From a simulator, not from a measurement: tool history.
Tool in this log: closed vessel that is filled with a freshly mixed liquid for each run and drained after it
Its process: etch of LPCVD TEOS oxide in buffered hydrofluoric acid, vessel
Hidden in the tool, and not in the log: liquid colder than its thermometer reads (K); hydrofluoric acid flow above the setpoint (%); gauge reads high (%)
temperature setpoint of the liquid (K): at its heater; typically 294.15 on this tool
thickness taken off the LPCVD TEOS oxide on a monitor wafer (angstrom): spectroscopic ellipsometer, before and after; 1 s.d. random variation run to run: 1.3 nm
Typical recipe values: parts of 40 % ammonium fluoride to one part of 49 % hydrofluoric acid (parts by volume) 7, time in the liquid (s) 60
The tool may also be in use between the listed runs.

run,hour,temperature setpoint of the liquid (K),parts of 40 % ammonium fluoride to one part of 49 % hydrofluoric acid (parts by volume),time in the liquid (s),wafers since the last listed run,hours since the thermometer was replaced,hours since the hydrofluoric acid flow meter was replaced,hours since the gauge calibration,"read-back film thickness of the LPCVD TEOS oxide reference wafer, read on the same gauge (nm)",thickness taken off the LPCVD TEOS oxide on a monitor wafer (angstrom)
1,0,294.15,7,80,0,2796.3,1435.1,486.2,80.02,2829.3
2,15.3,294.15,7,60,1183,2811.6,1450.4,501.5,80.01,2145.3
3,24.5,294.15,7,60,711,2820.8,1459.6,510.7,80.01,2141.9
4,37.7,294.15,7,60,1021,2834,1472.8,523.9,79.99,2158.2
5,46.2,294.15,8.5,60,657,2842.5,1481.3,532.4,79.98,1783.8
6,57.6,294.15,8.5,60,881,2853.9,1492.7,543.8,79.97,1802.5
7,66.9,294.15,8.5,60,719,2863.2,1502,553.1,80.02,1790.3
8,74.8,294.15,7,75,611,2871.1,1509.9,561,80.01,2696.1
9,85.5,294.15,7,60,827,2881.8,1520.6,571.7,79.98,2142.7
10,94.8,294.15,7,60,719,2891.1,1529.9,581,79.99,2156.2
11,104.7,294.15,7,60,765,2901,1539.8,590.9,80.01,2168.2
# hour 121.3: gauge calibrated
12,127.5,290.65,7,75,1763,2923.8,1562.6,6.2,79.98,2261.5
13,140.3,294.15,7,35,990,2936.6,1575.4,19,79.99,1266.8
14,155.8,294.15,7,60,1199,2952.1,1590.9,34.5,80.01,2168.8
15,165,298.15,6,35,711,2961.3,1600.1,43.7,80.02,1823.3
16,174.2,297.65,7,40,711,2970.5,1609.3,52.9,80.02,1754.2
17,187.3,294.15,7,60,1013,2983.6,1622.4,66,80,2176.1
# hour 193: hydrofluoric acid flow meter replaced
18,193.5,294.15,7,30,402,2989.8,0.5,72.2,80.01,979.2
19,204.7,294.15,7,60,866,3001,11.7,83.4,79.97,1963.3
20,214.7,292.65,7,60,773,3011,21.7,93.4,80.03,1798.7
21,220.7,291.65,5,75,464,3017,27.7,99.4,79.99,2819.2
22,238.1,294.15,7,60,1346,3034.4,45.1,116.8,79.97,1942.4
23,253.9,294.15,7,60,1222,3050.2,60.9,132.6,80.02,1958.1
24,270.4,290.15,7,60,1276,3066.7,77.4,149.1,79.99,1548.1
25,283.1,298.65,6,80,982,3079.4,90.1,161.8,79.99,3862.2
26,293,298.65,8,30,765,3089.3,100,171.7,80,1109.9
# hour 294.2: thermometer replaced
27,301,290.15,7,70,541,6.8,108,179.7,80,1831.8
28,310.7,294.15,7,60,750,16.5,117.7,189.4,79.99,1976
29,317.9,294.15,7,60,557,23.7,124.9,196.6,79.96,1995.5
30,324,294.15,7,60,471,29.8,131,202.7,80.02,1981.6
31,369.2,291.65,7,60,3496,75,176.2,247.9,80,1743.1
32,383.6,291.65,7,60,1114,89.4,190.6,262.3,80.02,1722.8
33,401.1,294.15,5.5,60,1353,106.9,208.1,279.8,79.99,2422.6
34,414.3,294.15,7,60,1021,120.1,221.3,293,80.01,1989.6

What was the tool's hidden state at every run in the log?
liquid colder than its thermometer reads (K): 0 across all the runs
gauge reads high (%): 0 across all the runs
H1: hydrofluoric acid flow above the setpoint (%)
run,H1
1,11.3
2,11.4
3,11.5
4,11.6
5,11.6
6,11.7
7,11.8
8,11.8
9,11.9
10,12
11,12
12,12.2
13,12.3
14,12.4
15,12.5
16,12.5
17,12.6
18,0.0185
19,0.0958
20,0.165
21,0.206
22,0.326
23,0.436
24,0.549
25,0.637
26,0.706
27,0.761
28,0.828
29,0.877
30,0.92
31,1.23
32,1.33
33,1.45
34,1.54
